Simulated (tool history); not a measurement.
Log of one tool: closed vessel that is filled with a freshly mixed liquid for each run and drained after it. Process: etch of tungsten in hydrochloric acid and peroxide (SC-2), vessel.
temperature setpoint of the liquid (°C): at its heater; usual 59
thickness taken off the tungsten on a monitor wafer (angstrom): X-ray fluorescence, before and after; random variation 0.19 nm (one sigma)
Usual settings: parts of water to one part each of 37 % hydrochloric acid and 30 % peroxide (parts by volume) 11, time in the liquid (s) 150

run,day,temperature setpoint of the liquid (°C),parts of water to one part each of 37 % hydrochloric acid and 30 % peroxide (parts by volume),time in the liquid (s),"read-back film thickness of the tungsten reference wafer, read on the same gauge (nm)",thickness taken off the tungsten on a monitor wafer (angstrom)
1,0,59,11,150,89.96,255.4
2,2.075,59,11,150,89.97,252.1
3,3.75,59,11,150,90.03,249.2
# day 4.871: chemicals flow meter replaced
4,6.354,62,11,150,89.99,329.4
5,8.754,62,11,150,90.05,323.4
6,9.85,59,11,150,90.02,269
7,17.221,59,11,150,90.01,262.7
# day 17.712: new drum of peroxide connected
8,19.075,59,11,150,89.98,267.4
# day 21.358: gauge calibrated
9,21.475,59,11,150,90,265.5
10,26.517,59,11,150,90.01,259.1
# day 28.358: chemicals flow meter replaced
11,29.288,59,11,150,90.02,280.3
12,33.388,59,11,150,89.96,272.2
13,35.654,59,14,150,89.99,218.8
14,36.892,59,11,150,90.02,266.6
15,39.271,59,11,150,89.99,264.5
16,40.8,62,11,150,89.98,315.7
17,42.092,59,11,150,90,263.2
# day 43.621: thermometer replaced
18,44.208,55,14,110,89.99,119.2
# day 46.933: new drum of peroxide connected
19,46.988,59,13.5,150,89.99,220.7
20,53.125,59,15,150,90.02,195.1
# day 55.325: chemicals flow meter replaced
21,55.396,59,9.5,125,90,263.9
22,56.525,63.5,13,185,89.99,393.7
23,58.996,59,12.5,125,89.96,205.2
24,61.767,59,6.5,150,89.98,419.3
25,63.25,59,11,150,90.01,270.6
26,64.646,67.5,15.5,150,89.99,336.5
27,66.388,56,6.5,150,90.01,337.6
28,67.583,59,11,150,90,263.8
29,70.046,64,11,95,90.02,224.9

Forecast each of these 4 alternatives for the next run:
A,70.075,59,11,150,?,?
B,70.075,59,13.5,90,?,?
C,70.075,59,7,150,?,?
D,70.075,62.5,5.5,150,?,?

run,"read-back film thickness of the tungsten reference wafer, read on the same gauge (nm)",thickness taken off the tungsten on a monitor wafer (angstrom)
A,89.98,259.2
B,89.98,130.2
C,89.98,376.3
D,89.98,563.7
Without the tool's hidden state the same runs would have given:
run,thickness taken off the tungsten on a monitor wafer (angstrom)
A,280.8
B,141.3
C,405.5
D,605.6
